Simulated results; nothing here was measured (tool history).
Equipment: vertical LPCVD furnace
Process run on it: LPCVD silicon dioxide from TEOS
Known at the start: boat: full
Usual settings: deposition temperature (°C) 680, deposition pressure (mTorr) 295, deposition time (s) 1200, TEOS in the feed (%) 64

| run | hour | deposition temperature (°C) | deposition pressure (mTorr) | deposition time (s) | TEOS in the feed (%) | wafers since the last listed run | hours since the last temperature calibration | hours since the pressure gauge was zeroed | hours since the TEOS flow controller was replaced | hours since the gauge calibration | read-back reference wafer on the same gauge, thickness | film thickness on the monitor wafer in the middle of the boat (Å) |
|---|---|---|---|---|---|---|---|---|---|---|---|---|
| 1 | 0.0 | 680 | 295 | 1200 | 64 | 0 | 3590.5 | 5045.3 | 5652.2 | 298.3 | 68.32 | 893.6 |
| 2 | 20.4 | 680 | 295 | 1200 | 64 | 455 | 3610.9 | 5065.7 | 5672.6 | 318.7 | 68.29 | 894.7 |
| 3 | 48.8 | 680 | 240 | 1200 | 64 | 634 | 3639.3 | 5094.1 | 5701.0 | 347.1 | 68.30 | 811.3 |
| 4 | 82.4 | 680 | 295 | 1200 | 64 | 750 | 3672.9 | 5127.7 | 5734.6 | 380.7 | 68.29 | 896.9 |
| 5 | 107.5 | 680 | 295 | 1200 | 64 | 560 | 3698.0 | 5152.8 | 5759.7 | 405.8 | 68.27 | 892.5 |
| 6 | 140.4 | 680 | 295 | 1200 | 64 | 734 | 3730.9 | 5185.7 | 5792.6 | 438.7 | 68.34 | 895.1 |
| 7 | 170.8 | 680 | 295 | 1200 | 64 | 678 | 3761.3 | 5216.1 | 5823.0 | 469.1 | 68.30 | 893.9 |
| 8 | 196.6 | 680 | 295 | 1200 | 64 | 576 | 3787.1 | 5241.9 | 5848.8 | 494.9 | 68.31 | 894.2 |
| 9 | 228.3 | 671 | 295 | 1200 | 64 | 707 | 3818.8 | 5273.6 | 5880.5 | 526.6 | 68.30 | 718.7 |
|  | 271.8 | pressure gauge zeroed |
| 10 | 272.3 | 680 | 295 | 780 | 64 | 446 | 3862.8 | 0.5 | 5924.5 | 570.6 | 68.30 | 564.6 |
| 11 | 276.1 | 680 | 325 | 1200 | 71 | 84 | 3866.6 | 4.3 | 5928.3 | 574.4 | 68.28 | 959.9 |
|  | 309.1 | TEOS flow controller replaced |
| 12 | 309.6 | 686 | 295 | 1200 | 54 | 212 | 3900.1 | 37.8 | 0.5 | 607.9 | 68.30 | 923.1 |
| 13 | 322.5 | 676 | 330 | 1650 | 64 | 288 | 3913.0 | 50.7 | 13.4 | 620.8 | 68.31 | 1148.4 |
| 14 | 389.2 | 684 | 295 | 1200 | 64 | 1489 | 3979.7 | 117.4 | 80.1 | 687.5 | 68.27 | 955.0 |
| 15 | 410.0 | 680 | 295 | 1200 | 64 | 464 | 4000.5 | 138.2 | 100.9 | 708.3 | 68.30 | 869.3 |
|  | 461.5 | thermocouples replaced and temperature profile calibrated |
| 16 | 511.4 | 680 | 295 | 1200 | 64 | 1728 | 49.9 | 239.6 | 202.3 | 809.7 | 68.31 | 829.2 |
| 17 | 540.7 | 685 | 295 | 1200 | 64 | 654 | 79.2 | 268.9 | 231.6 | 839.0 | 68.32 | 937.7 |
| 18 | 559.6 | 680 | 325 | 1200 | 64 | 422 | 98.1 | 287.8 | 250.5 | 857.9 | 68.31 | 871.5 |
| 19 | 582.2 | 683 | 295 | 1020 | 59 | 504 | 120.7 | 310.4 | 273.1 | 880.5 | 68.27 | 729.7 |
|  | 585.8 | gauge calibrated |
| 20 | 608.5 | 676 | 330 | 1650 | 64 | 587 | 147.0 | 336.7 | 299.4 | 22.7 | 68.32 | 1097.7 |
| 21 | 622.5 | 677 | 250 | 1590 | 53 | 312 | 161.0 | 350.7 | 313.4 | 36.7 | 68.31 | 858.2 |
| 22 | 656.9 | 680 | 315 | 1380 | 64 | 768 | 195.4 | 385.1 | 347.8 | 71.1 | 68.30 | 991.5 |
| 23 | 677.8 | 680 | 355 | 1200 | 64 | 466 | 216.3 | 406.0 | 368.7 | 92.0 | 68.29 | 917.1 |
| 24 | 689.8 | 671 | 295 | 750 | 64 | 267 | 228.3 | 418.0 | 380.7 | 104.0 | 68.31 | 418.0 |
| 25 | 707.2 | 677 | 260 | 930 | 73 | 388 | 245.7 | 435.4 | 398.1 | 121.4 | 68.29 | 603.1 |
| 26 | 725.3 | 688 | 235 | 1200 | 75 | 404 | 263.8 | 453.5 | 416.2 | 139.5 | 68.28 | 978.1 |
| 27 | 746.1 | 680 | 295 | 1200 | 64 | 464 | 284.6 | 474.3 | 437.0 | 160.3 | 68.29 | 836.5 |
| 28 | 764.1 | 688 | 235 | 1200 | 75 | 401 | 302.6 | 492.3 | 455.0 | 178.3 | 68.30 | 977.8 |
| 29 | 790.5 | 680 | 295 | 960 | 64 | 589 | 329.0 | 518.7 | 481.4 | 204.7 | 68.31 | 669.4 |
| 30 | 804.1 | 669 | 360 | 1200 | 54 | 303 | 342.6 | 532.3 | 495.0 | 218.3 | 68.30 | 651.0 |
| 31 | 816.4 | 676 | 295 | 1200 | 64 | 274 | 354.9 | 544.6 | 507.3 | 230.6 | 68.30 | 761.1 |
| 32 | 833.6 | 675 | 295 | 1200 | 59 | 384 | 372.1 | 561.8 | 524.5 | 247.8 | 68.26 | 714.4 |

Predict each of these 3 candidate next runs independently; none follows another, all start after run 32:
| A | 837.5 | 680 | 340 | 1200 | 64 | 87 | 376.0 | 565.7 | 528.4 | 251.7 | ? | ? |
| B | 837.5 | 680 | 295 | 1200 | 59 | 87 | 376.0 | 565.7 | 528.4 | 251.7 | ? | ? |
| C | 837.5 | 680 | 335 | 1200 | 74 | 87 | 376.0 | 565.7 | 528.4 | 251.7 | ? | ? |

| run | read-back reference wafer on the same gauge, thickness | film thickness on the monitor wafer in the middle of the boat (Å) |
|---|---|---|
| A | 68.29 | 899.7 |
| B | 68.29 | 804.4 |
| C | 68.29 | 960.2 |
The same runs, with their run-to-run variation unchanged, on a tool lacking any hidden condition would have given:
| run | film thickness on the monitor wafer in the middle of the boat (Å) |
|---|---|
| A | 883.9 |
| B | 790.5 |
| C | 943.4 |

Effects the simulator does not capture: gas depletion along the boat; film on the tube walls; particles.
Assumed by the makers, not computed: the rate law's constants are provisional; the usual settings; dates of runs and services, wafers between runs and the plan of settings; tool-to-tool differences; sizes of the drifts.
